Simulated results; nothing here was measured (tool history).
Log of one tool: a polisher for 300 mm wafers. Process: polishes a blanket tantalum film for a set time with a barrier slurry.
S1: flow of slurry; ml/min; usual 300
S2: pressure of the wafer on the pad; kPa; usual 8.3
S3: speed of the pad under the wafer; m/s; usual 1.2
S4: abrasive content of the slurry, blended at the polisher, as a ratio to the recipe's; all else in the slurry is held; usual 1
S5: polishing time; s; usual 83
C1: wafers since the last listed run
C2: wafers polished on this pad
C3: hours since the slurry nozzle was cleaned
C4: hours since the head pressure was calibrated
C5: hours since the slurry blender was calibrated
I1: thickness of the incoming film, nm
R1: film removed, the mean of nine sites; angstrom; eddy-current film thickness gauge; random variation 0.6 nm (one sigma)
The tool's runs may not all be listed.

Run 1, hour 0: usual settings; C1 0; C2 4265; C3 467.5; C4 690.1; C5 238.9; I1 291.6. Result: R1 845 angstrom.
Run 2, hour 104.8: usual settings; C1 866; C2 5132; C3 572.3; C4 794.9; C5 343.7; I1 285.2. Result: R1 845 angstrom.
Run 3, hour 187.8: usual settings; C1 686; C2 5818; C3 655.3; C4 877.9; C5 426.7; I1 285.3. Result: R1 849 angstrom.
At hour 204.9: head pressure recalibrated.
At hour 241.5: slurry nozzle cleaned.
Run 4, hour 289.9: usual settings; C1 819; C2 6638; C3 48.4; C4 85; C5 528.8; I1 292.3. Result: R1 830 angstrom.
At hour 362: worn pad replaced by a new one.
Run 5, hour 387.2: usual settings but S1 270 ml/min; C1 771; C2 208; C3 145.7; C4 182.3; C5 626.1; I1 286.8. Result: R1 826 angstrom.
Run 6, hour 459.2: usual settings but S1 270 ml/min; C1 595; C2 803; C3 217.7; C4 254.3; C5 698.1; I1 288. Result: R1 822 angstrom.
Run 7, hour 610.7: usual settings but S1 255 ml/min, S2 9 kPa; C1 1252; C2 2056; C3 369.2; C4 405.8; C5 849.6; I1 287.9. Result: R1 852 angstrom.
At hour 639.9: slurry blender recalibrated.
Run 8, hour 698.8: usual settings but S5 64 s; C1 712; C2 2768; C3 457.3; C4 493.9; C5 58.9; I1 292.1. Result: R1 643 angstrom.
Run 9, hour 737: usual settings; C1 315; C2 3084; C3 495.5; C4 532.1; C5 97.1; I1 286.4. Result: R1 834 angstrom.
Run 10, hour 811.8: usual settings but S1 210 ml/min, S2 10.3 kPa, S3 1.6 m/s, S5 74 s; C1 618; C2 3702; C3 570.3; C4 606.9; C5 171.9; I1 288.5. Result: R1 1003 angstrom.
Run 11, hour 910.1: usual settings but S4 0.75; C1 812; C2 4515; C3 668.6; C4 705.2; C5 270.2; I1 290.5. Result: R1 720 angstrom.
Run 12, hour 1011.2: usual settings but S2 10.3 kPa, S5 67 s; C1 836; C2 5351; C3 769.7; C4 806.3; C5 371.3; I1 290.2. Result: R1 771 angstrom.
At hour 1018.5: head pressure recalibrated.
At hour 1086.4: slurry nozzle cleaned.
Run 13, hour 1100.1: usual settings but S1 215 ml/min, S2 6.2 kPa, S3 1.54 m/s, S5 59 s; C1 710; C2 6062; C3 13.7; C4 81.6; C5 460.2; I1 292.9. Result: R1 596 angstrom.
At hour 1133.2: worn pad replaced by a new one.
Run 14, hour 1203.2: usual settings; C1 819; C2 579; C3 116.8; C4 184.7; C5 563.3; I1 287.9. Result: R1 834 angstrom.
Run 15, hour 1282.3: usual settings; C1 654; C2 1233; C3 195.9; C4 263.8; C5 642.4; I1 288. Result: R1 837 angstrom.
Run 16, hour 1368.9: usual settings but S1 260 ml/min, S4 0.75, S5 96 s; C1 716; C2 1949; C3 282.5; C4 350.4; C5 729; I1 284.9. Result: R1 827 angstrom.
Run 17, hour 1430: usual settings but S3 1.48 m/s, S4 0.8; C1 505; C2 2454; C3 343.6; C4 411.5; C5 790.1; I1 286.9. Result: R1 872 angstrom.
At hour 1509.2: slurry blender recalibrated.
Run 18, hour 1513.4: usual settings but S5 94 s; C1 673; C2 3127; C3 427; C4 494.9; C5 4.2; I1 287.2. Result: R1 958 angstrom.
Run 19, hour 1620.2: usual settings but S2 11 kPa, S3 0.88 m/s, S5 94 s; C1 883; C2 4010; C3 533.8; C4 601.7; C5 111; I1 284.7. Result: R1 916 angstrom.
Run 20, hour 1720.6: usual settings; C1 830; C2 4841; C3 634.2; C4 702.1; C5 211.4; I1 290.1. Result: R1 848 angstrom.
Run 21, hour 1795.8: usual settings but S1 205 ml/min, S3 1.34 m/s, S4 0.75, S5 99 s; C1 621; C2 5463; C3 709.4; C4 777.3; C5 286.6; I1 288.2. Result: R1 919 angstrom.
At hour 1814.3: head pressure recalibrated.
Run 22, hour 1854.8: usual settings but S4 0.75; C1 471; C2 5934; C3 768.4; C4 40.5; C5 345.6; I1 289.8. Result: R1 726 angstrom.
At hour 1878.1: worn pad replaced by a new one.
Run 23, hour 1926.1: usual settings but S2 7.6 kPa; C1 556; C2 397; C3 839.7; C4 111.8; C5 416.9; I1 285.1. Result: R1 795 angstrom.
At hour 1944.9: slurry nozzle cleaned.
Run 24, hour 1996.2: usual settings but S3 1.48 m/s; C1 571; C2 968; C3 51.3; C4 181.9; C5 487; I1 288.4. Result: R1 972 angstrom.
Run 25, hour 2226.1: usual settings but S2 9 kPa; C1 1901; C2 2869; C3 281.2; C4 411.8; C5 716.9; I1 289.3. Result: R1 873 angstrom.
Run 26, hour 2264: usual settings but S4 0.9; C1 313; C2 3183; C3 319.1; C4 449.7; C5 754.8; I1 293.2. Result: R1 798 angstrom.
Run 27, hour 2349.9: usual settings but S4 0.85; C1 710; C2 3893; C3 405; C4 535.6; C5 840.7; I1 290.1. Result: R1 773 angstrom.
At hour 2388.8: slurry blender recalibrated.
Run 28, hour 2425.4: usual settings but S2 9.7 kPa, S5 56 s; C1 607; C2 4501; C3 480.5; C4 611.1; C5 36.6; I1 293.1. Result: R1 617 angstrom.
Run 29, hour 2484.4: usual settings but S5 92 s; C1 487; C2 4989; C3 539.5; C4 670.1; C5 95.6; I1 287.8. Result: R1 928 angstrom.

5 ways to go on from here, each from the tool as it stands after run 29. What would each give?
Run A, hour 2484.8: usual settings but S4 1.15; C1 3; C2 4992; C3 539.9; C4 670.5; C5 96; I1 291.5. Result: R1 ?.
Run B, hour 2484.8: usual settings but S3 0.84 m/s; C1 3; C2 4992; C3 539.9; C4 670.5; C5 96; I1 291.5. Result: R1 ?.
Run C, hour 2484.8: usual settings but S1 335 ml/min, S5 99 s; C1 3; C2 4992; C3 539.9; C4 670.5; C5 96; I1 291.5. Result: R1 ?.
Run D, hour 2484.8: usual settings but S3 1.54 m/s, S4 0.75; C1 3; C2 4992; C3 539.9; C4 670.5; C5 96; I1 291.5. Result: R1 ?.
Run E, hour 2484.8: usual settings but S2 9 kPa, S4 0.8; C1 3; C2 4992; C3 539.9; C4 670.5; C5 96; I1 291.5. Result: R1 ?.

run    R1
  A   897
  B   672
  C  1022
  D   874
  E   794
Without the tool's hidden state the same runs would have given:
run    R1
  A   882
  B   661
  C  1004
  D   858
  E   780
